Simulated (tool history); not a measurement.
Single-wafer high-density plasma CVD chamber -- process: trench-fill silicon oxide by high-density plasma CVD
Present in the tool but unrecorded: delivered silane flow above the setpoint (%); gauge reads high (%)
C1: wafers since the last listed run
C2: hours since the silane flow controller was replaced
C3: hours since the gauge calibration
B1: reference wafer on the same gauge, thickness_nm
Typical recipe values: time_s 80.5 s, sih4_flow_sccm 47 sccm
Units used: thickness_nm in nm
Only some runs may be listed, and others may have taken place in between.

run 1 hour=0 | time_s=80.5 sih4_flow_sccm=47 | C1=0 C2=4844.7 C3=58.4 | B1=356.064 | thickness_nm=369.466
run 2 hour=24.9 | time_s=70.2 sih4_flow_sccm=47 | C1=390 C2=4869.6 C3=83.3 | B1=356.085 | thickness_nm=323.088
run 3 hour=41.8 | time_s=84.6 sih4_flow_sccm=51 | C1=264 C2=4886.5 C3=100.2 | B1=355.917 | thickness_nm=420.861
run 4 hour=51.7 | time_s=84.6 sih4_flow_sccm=51 | C1=155 C2=4896.4 C3=110.1 | B1=355.979 | thickness_nm=421.149
run 5 hour=58.4 | time_s=69.3 sih4_flow_sccm=47 | C1=105 C2=4903.1 C3=116.8 | B1=356.118 | thickness_nm=317.257
run 6 hour=75.3 | time_s=80.5 sih4_flow_sccm=47 | C1=264 C2=4920 C3=133.7 | B1=355.806 | thickness_nm=369.899
run 7 hour=82.8 | time_s=75.5 sih4_flow_sccm=47 | C1=117 C2=4927.5 C3=141.2 | B1=356.141 | thickness_nm=346.965
run 8 hour=89.3 | time_s=75.5 sih4_flow_sccm=47 | C1=101 C2=4934 C3=147.7 | B1=355.75 | thickness_nm=346.729
run 9 hour=100.9 | time_s=80.5 sih4_flow_sccm=47 | C1=181 C2=4945.6 C3=159.3 | B1=356.053 | thickness_nm=368.939
run 10 hour=116.8 | time_s=80.5 sih4_flow_sccm=47 | C1=249 C2=4961.5 C3=175.2 | B1=356.096 | thickness_nm=368.559
run 11 hour=132.8 | time_s=80.5 sih4_flow_sccm=47 | C1=250 C2=4977.5 C3=191.2 | B1=355.874 | thickness_nm=368.683
run 12 hour=145.6 | time_s=80.5 sih4_flow_sccm=47 | C1=200 C2=4990.3 C3=204 | B1=356.079 | thickness_nm=370.009
run 13 hour=162.8 | time_s=80.5 sih4_flow_sccm=47 | C1=269 C2=5007.5 C3=221.2 | B1=356.066 | thickness_nm=368.82
run 14 hour=175.2 | time_s=80.5 sih4_flow_sccm=47 | C1=194 C2=5019.9 C3=233.6 | B1=355.976 | thickness_nm=368.794
run 15 hour=191.4 | time_s=80.5 sih4_flow_sccm=47 | C1=253 C2=5036.1 C3=249.8 | B1=355.966 | thickness_nm=369.13
run 16 hour=202.8 | time_s=80.5 sih4_flow_sccm=47 | C1=178 C2=5047.5 C3=261.2 | B1=355.632 | thickness_nm=369.558
run 17 hour=219.3 | time_s=80.5 sih4_flow_sccm=53 | C1=258 C2=5064 C3=277.7 | B1=356.104 | thickness_nm=416.641
run 18 hour=225.7 | time_s=87 sih4_flow_sccm=42 | C1=100 C2=5070.4 C3=284.1 | B1=355.891 | thickness_nm=356.449
run 19 hour=232.6 | time_s=93.8 sih4_flow_sccm=39 | C1=108 C2=5077.3 C3=291 | B1=355.844 | thickness_nm=356.623
-- hour=252.9 silane flow controller replaced
run 20 hour=253.4 | time_s=90.2 sih4_flow_sccm=43 | C1=200 C2=0.5 C3=311.8 | B1=356.139 | thickness_nm=404.181
run 21 hour=263.4 | time_s=69 sih4_flow_sccm=47 | C1=156 C2=10.5 C3=321.8 | B1=356.036 | thickness_nm=337.172
run 22 hour=271.6 | time_s=71.2 sih4_flow_sccm=55 | C1=128 C2=18.7 C3=330 | B1=355.882 | thickness_nm=407.36
run 23 hour=281 | time_s=94.8 sih4_flow_sccm=52 | C1=147 C2=28.1 C3=339.4 | B1=356.147 | thickness_nm=512.054
-- hour=286.4 gauge calibrated
run 24 hour=297.9 | time_s=68.7 sih4_flow_sccm=47 | C1=264 C2=45 C3=11.5 | B1=355.942 | thickness_nm=336.177
run 25 hour=309.7 | time_s=68.3 sih4_flow_sccm=47 | C1=185 C2=56.8 C3=23.3 | B1=356.115 | thickness_nm=333.381
run 26 hour=321 | time_s=80.5 sih4_flow_sccm=54 | C1=177 C2=68.1 C3=34.6 | B1=355.88 | thickness_nm=452.446
run 27 hour=333.7 | time_s=88.8 sih4_flow_sccm=52 | C1=199 C2=80.8 C3=47.3 | B1=356.129 | thickness_nm=478.329
run 28 hour=375.4 | time_s=70.2 sih4_flow_sccm=38 | C1=653 C2=122.5 C3=89 | B1=355.933 | thickness_nm=277.666
run 29 hour=385.1 | time_s=71.9 sih4_flow_sccm=43 | C1=152 C2=132.2 C3=98.7 | B1=355.877 | thickness_nm=321.024
run 30 hour=393.3 | time_s=64.5 sih4_flow_sccm=50 | C1=128 C2=140.4 C3=106.9 | B1=355.966 | thickness_nm=334.852
run 31 hour=405.9 | time_s=94 sih4_flow_sccm=51 | C1=197 C2=153 C3=119.5 | B1=356.172 | thickness_nm=497.726
run 32 hour=420.5 | time_s=80.5 sih4_flow_sccm=47 | C1=228 C2=167.6 C3=134.1 | B1=356.305 | thickness_nm=393.046
run 33 hour=434.2 | time_s=88.8 sih4_flow_sccm=52 | C1=214 C2=181.3 C3=147.8 | B1=355.632 | thickness_nm=478.749
run 34 hour=443.3 | time_s=80.5 sih4_flow_sccm=47 | C1=142 C2=190.4 C3=156.9 | B1=356.019 | thickness_nm=393.36
run 35 hour=452.3 | time_s=80.5 sih4_flow_sccm=44 | C1=141 C2=199.4 C3=165.9 | B1=356.087 | thickness_nm=366.542

Consider 5 possible next runs. They are alternatives, not a sequence: every one starts from the tool as it was left by run 35. What does each give?
run A hour=452.7 | time_s=93.1 sih4_flow_sccm=47 | C1=6 C2=199.8 C3=166.3 | B1=? | thickness_nm=?
run B hour=452.7 | time_s=93.5 sih4_flow_sccm=40 | C1=6 C2=199.8 C3=166.3 | B1=? | thickness_nm=?
run C hour=452.7 | time_s=74.3 sih4_flow_sccm=47 | C1=6 C2=199.8 C3=166.3 | B1=? | thickness_nm=?
run D hour=452.7 | time_s=66.2 sih4_flow_sccm=44 | C1=6 C2=199.8 C3=166.3 | B1=? | thickness_nm=?
run E hour=452.7 | time_s=85.7 sih4_flow_sccm=52 | C1=6 C2=199.8 C3=166.3 | B1=? | thickness_nm=?

run=A B1=355.994 thickness_nm=453.26
run=B B1=355.994 thickness_nm=387.41
run=C B1=355.994 thickness_nm=361.732
run=D B1=355.994 thickness_nm=301.724
run=E B1=355.994 thickness_nm=461.619
With the hidden condition removed and each run's random variation left untouched, the same runs would have given:
run=A thickness_nm=453.539
run=B thickness_nm=387.649
run=C thickness_nm=361.954
run=D thickness_nm=301.91
run=E thickness_nm=461.903
